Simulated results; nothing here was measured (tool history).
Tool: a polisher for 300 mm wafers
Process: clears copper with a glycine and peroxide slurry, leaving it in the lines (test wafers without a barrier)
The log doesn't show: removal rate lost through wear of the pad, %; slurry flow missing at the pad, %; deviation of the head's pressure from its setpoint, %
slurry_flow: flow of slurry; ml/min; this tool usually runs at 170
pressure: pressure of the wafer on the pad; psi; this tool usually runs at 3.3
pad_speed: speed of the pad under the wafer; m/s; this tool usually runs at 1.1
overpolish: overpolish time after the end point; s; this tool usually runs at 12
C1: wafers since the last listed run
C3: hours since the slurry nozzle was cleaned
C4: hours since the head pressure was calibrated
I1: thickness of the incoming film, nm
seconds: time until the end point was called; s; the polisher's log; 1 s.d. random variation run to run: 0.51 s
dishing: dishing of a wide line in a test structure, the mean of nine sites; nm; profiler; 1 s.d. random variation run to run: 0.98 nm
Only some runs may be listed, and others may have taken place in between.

run 1 hour=0 | slurry_flow=155 pressure=3.3 pad_speed=1.1 overpolish=12 | C1=0 wafers_polished_on_this_pad=1157 C3=75.6 C4=96.4 | I1=516.4 | seconds=59.9 dishing=58
run 2 hour=20.8 | slurry_flow=155 pressure=3.3 pad_speed=1.1 overpolish=12 | C1=158 wafers_polished_on_this_pad=1315 C3=96.4 C4=117.2 | I1=519.5 | seconds=61.8 dishing=57.4
run 3 hour=41.9 | slurry_flow=155 pressure=3.3 pad_speed=1.1 overpolish=12 | C1=160 wafers_polished_on_this_pad=1476 C3=117.5 C4=138.3 | I1=513.7 | seconds=59.7 dishing=60.5
run 4 hour=65.4 | slurry_flow=170 pressure=3.3 pad_speed=1.1 overpolish=12 | C1=179 wafers_polished_on_this_pad=1655 C3=141 C4=161.8 | I1=507.8 | seconds=59.1 dishing=58.6
-- hour=70.8 worn pad replaced by a new one
run 5 hour=99.3 | slurry_flow=170 pressure=3.3 pad_speed=1.1 overpolish=12 | C1=227 wafers_polished_on_this_pad=216 C3=174.9 C4=195.7 | I1=502.6 | seconds=57.7 dishing=60.4
run 6 hour=131.3 | slurry_flow=170 pressure=3.3 pad_speed=1.1 overpolish=12 | C1=243 wafers_polished_on_this_pad=460 C3=206.9 C4=227.7 | I1=515.3 | seconds=59 dishing=58.9
-- hour=152.6 slurry nozzle cleaned
run 7 hour=162.4 | slurry_flow=170 pressure=3.3 pad_speed=1.1 overpolish=12 | C1=229 wafers_polished_on_this_pad=690 C3=9.8 C4=258.8 | I1=515.9 | seconds=59.3 dishing=59
run 8 hour=259.4 | slurry_flow=170 pressure=3.3 pad_speed=1.1 overpolish=12 | C1=739 wafers_polished_on_this_pad=1429 C3=106.8 C4=355.8 | I1=503.6 | seconds=58 dishing=59.7
run 9 hour=288.1 | slurry_flow=170 pressure=3.3 pad_speed=1.1 overpolish=7 | C1=218 wafers_polished_on_this_pad=1647 C3=135.5 C4=384.5 | I1=512 | seconds=58.3 dishing=38.9
-- hour=306 worn pad replaced by a new one
run 10 hour=306.4 | slurry_flow=170 pressure=3.3 pad_speed=1.1 overpolish=7 | C1=108 wafers_polished_on_this_pad=2 C3=153.8 C4=402.8 | I1=498.5 | seconds=57.3 dishing=39.7
run 11 hour=324.4 | slurry_flow=170 pressure=3.3 pad_speed=1.1 overpolish=12 | C1=137 wafers_polished_on_this_pad=139 C3=171.8 C4=420.8 | I1=514.4 | seconds=58.9 dishing=59.4
run 12 hour=340.5 | slurry_flow=170 pressure=3.3 pad_speed=1.1 overpolish=12 | C1=122 wafers_polished_on_this_pad=262 C3=187.9 C4=436.9 | I1=515.8 | seconds=59.3 dishing=59.1
-- hour=348.5 head pressure recalibrated
run 13 hour=354.7 | slurry_flow=170 pressure=3.3 pad_speed=1.1 overpolish=12 | C1=92 wafers_polished_on_this_pad=355 C3=202.1 C4=6.2 | I1=510.7 | seconds=59.1 dishing=59.6
-- hour=379.7 slurry nozzle cleaned
run 14 hour=388.4 | slurry_flow=170 pressure=3.3 pad_speed=1.1 overpolish=15 | C1=249 wafers_polished_on_this_pad=604 C3=8.7 C4=39.9 | I1=507.8 | seconds=58.8 dishing=68.2
run 15 hour=413.4 | slurry_flow=170 pressure=3.3 pad_speed=1.1 overpolish=9 | C1=190 wafers_polished_on_this_pad=795 C3=33.7 C4=64.9 | I1=504 | seconds=59.2 dishing=46.8
run 16 hour=435.8 | slurry_flow=200 pressure=3.3 pad_speed=0.78 overpolish=12 | C1=170 wafers_polished_on_this_pad=966 C3=56.1 C4=87.3 | I1=498.5 | seconds=68.6 dishing=55
run 17 hour=458.1 | slurry_flow=170 pressure=3.3 pad_speed=1.1 overpolish=12 | C1=169 wafers_polished_on_this_pad=1135 C3=78.4 C4=109.6 | I1=509.9 | seconds=58.7 dishing=62.3
run 18 hour=478.4 | slurry_flow=200 pressure=3.3 pad_speed=1.28 overpolish=10 | C1=154 wafers_polished_on_this_pad=1290 C3=98.7 C4=129.9 | I1=511.8 | seconds=52.5 dishing=56.4
run 19 hour=508.9 | slurry_flow=170 pressure=4.2 pad_speed=1.1 overpolish=17 | C1=232 wafers_polished_on_this_pad=1523 C3=129.2 C4=160.4 | I1=506.9 | seconds=47.5 dishing=86.7
-- hour=533.1 worn pad replaced by a new one
run 20 hour=537.8 | slurry_flow=170 pressure=2.2 pad_speed=1.1 overpolish=16 | C1=189 wafers_polished_on_this_pad=36 C3=158.1 C4=189.3 | I1=507.7 | seconds=81.7 dishing=57.7
run 21 hour=563.2 | slurry_flow=200 pressure=3.3 pad_speed=1.28 overpolish=10 | C1=193 wafers_polished_on_this_pad=229 C3=183.5 C4=214.7 | I1=516.6 | seconds=53.6 dishing=57.3
run 22 hour=584.1 | slurry_flow=120 pressure=2.2 pad_speed=0.76 overpolish=16 | C1=159 wafers_polished_on_this_pad=388 C3=204.4 C4=235.6 | I1=506.7 | seconds=106 dishing=46.3
-- hour=603.3 slurry nozzle cleaned
run 23 hour=606.4 | slurry_flow=210 pressure=3.7 pad_speed=1.1 overpolish=19 | C1=162 wafers_polished_on_this_pad=551 C3=3.1 C4=257.9 | I1=513.8 | seconds=52.4 dishing=85.3
run 24 hour=621.3 | slurry_flow=155 pressure=3.3 pad_speed=1.1 overpolish=12 | C1=113 wafers_polished_on_this_pad=664 C3=18 C4=272.8 | I1=504 | seconds=58.8 dishing=60.8
run 25 hour=650.4 | slurry_flow=170 pressure=3.3 pad_speed=1.1 overpolish=12 | C1=221 wafers_polished_on_this_pad=886 C3=47.1 C4=301.9 | I1=514.6 | seconds=59.8 dishing=59.9
run 26 hour=670 | slurry_flow=170 pressure=3.3 pad_speed=1.1 overpolish=5 | C1=149 wafers_polished_on_this_pad=1035 C3=66.7 C4=321.5 | I1=513.1 | seconds=59.5 dishing=29.3
run 27 hour=702.1 | slurry_flow=225 pressure=2.3 pad_speed=1.1 overpolish=18 | C1=244 wafers_polished_on_this_pad=1280 C3=98.8 C4=353.6 | I1=509.2 | seconds=77.3 dishing=65.8
run 28 hour=723.7 | slurry_flow=170 pressure=3.3 pad_speed=1.1 overpolish=12 | C1=164 wafers_polished_on_this_pad=1445 C3=120.4 C4=375.2 | I1=504.8 | seconds=58 dishing=61.2
-- hour=742.5 worn pad replaced by a new one
-- hour=748.6 head pressure recalibrated
run 29 hour=772.5 | slurry_flow=190 pressure=3.3 pad_speed=1.1 overpolish=16 | C1=326 wafers_polished_on_this_pad=213 C3=169.2 C4=23.9 | I1=511.5 | seconds=58 dishing=74.6
run 30 hour=791 | slurry_flow=145 pressure=3.9 pad_speed=1.32 overpolish=6 | C1=140 wafers_polished_on_this_pad=354 C3=187.7 C4=42.4 | I1=517.4 | seconds=47.3 dishing=42.8
run 31 hour=813.6 | slurry_flow=170 pressure=3.3 pad_speed=1.1 overpolish=19 | C1=172 wafers_polished_on_this_pad=526 C3=210.3 C4=65 | I1=505 | seconds=58.5 dishing=80
run 32 hour=831.1 | slurry_flow=170 pressure=2.8 pad_speed=1.2 overpolish=9 | C1=133 wafers_polished_on_this_pad=659 C3=227.8 C4=82.5 | I1=517.7 | seconds=64.7 dishing=44.5
run 33 hour=846.2 | slurry_flow=170 pressure=2.4 pad_speed=1.1 overpolish=17 | C1=115 wafers_polished_on_this_pad=774 C3=242.9 C4=97.6 | I1=518.7 | seconds=78.1 dishing=63.8
run 34 hour=865.5 | slurry_flow=130 pressure=4.1 pad_speed=1.1 overpolish=15 | C1=147 wafers_polished_on_this_pad=921 C3=262.2 C4=116.9 | I1=518 | seconds=51.4 dishing=78.1
-- hour=881.4 slurry nozzle cleaned
run 35 hour=897.3 | slurry_flow=170 pressure=3.3 pad_speed=1.1 overpolish=18 | C1=234 wafers_polished_on_this_pad=1156 C3=15.9 C4=148.7 | I1=508.2 | seconds=59.1 dishing=80.5

Take each entry between the runs: how does the hidden state at the last listed run before it differ from the hidden state at the first listed run after it?
Logged between run 4 and run 5: worn pad replaced by a new one (hour 70.8)
  no hidden state differs between the two runs
Logged between run 6 and run 7: slurry nozzle cleaned (hour 152.6)
  no hidden state differs between the two runs
Logged between run 9 and run 10: worn pad replaced by a new one (hour 306)
  no hidden state differs between the two runs
Logged between run 12 and run 13: head pressure recalibrated (hour 348.5)
  no hidden state differs between the two runs
Logged between run 13 and run 14: slurry nozzle cleaned (hour 379.7)
  no hidden state differs between the two runs
Logged between run 19 and run 20: worn pad replaced by a new one (hour 533.1)
  no hidden state differs between the two runs
Logged between run 22 and run 23: slurry nozzle cleaned (hour 603.3)
  no hidden state differs between the two runs
Logged between run 28 and run 29: worn pad replaced by a new one (hour 742.5); head pressure recalibrated (hour 748.6)
  no hidden state differs between the two runs
Logged between run 34 and run 35: slurry nozzle cleaned (hour 881.4)
  no hidden state differs between the two runs
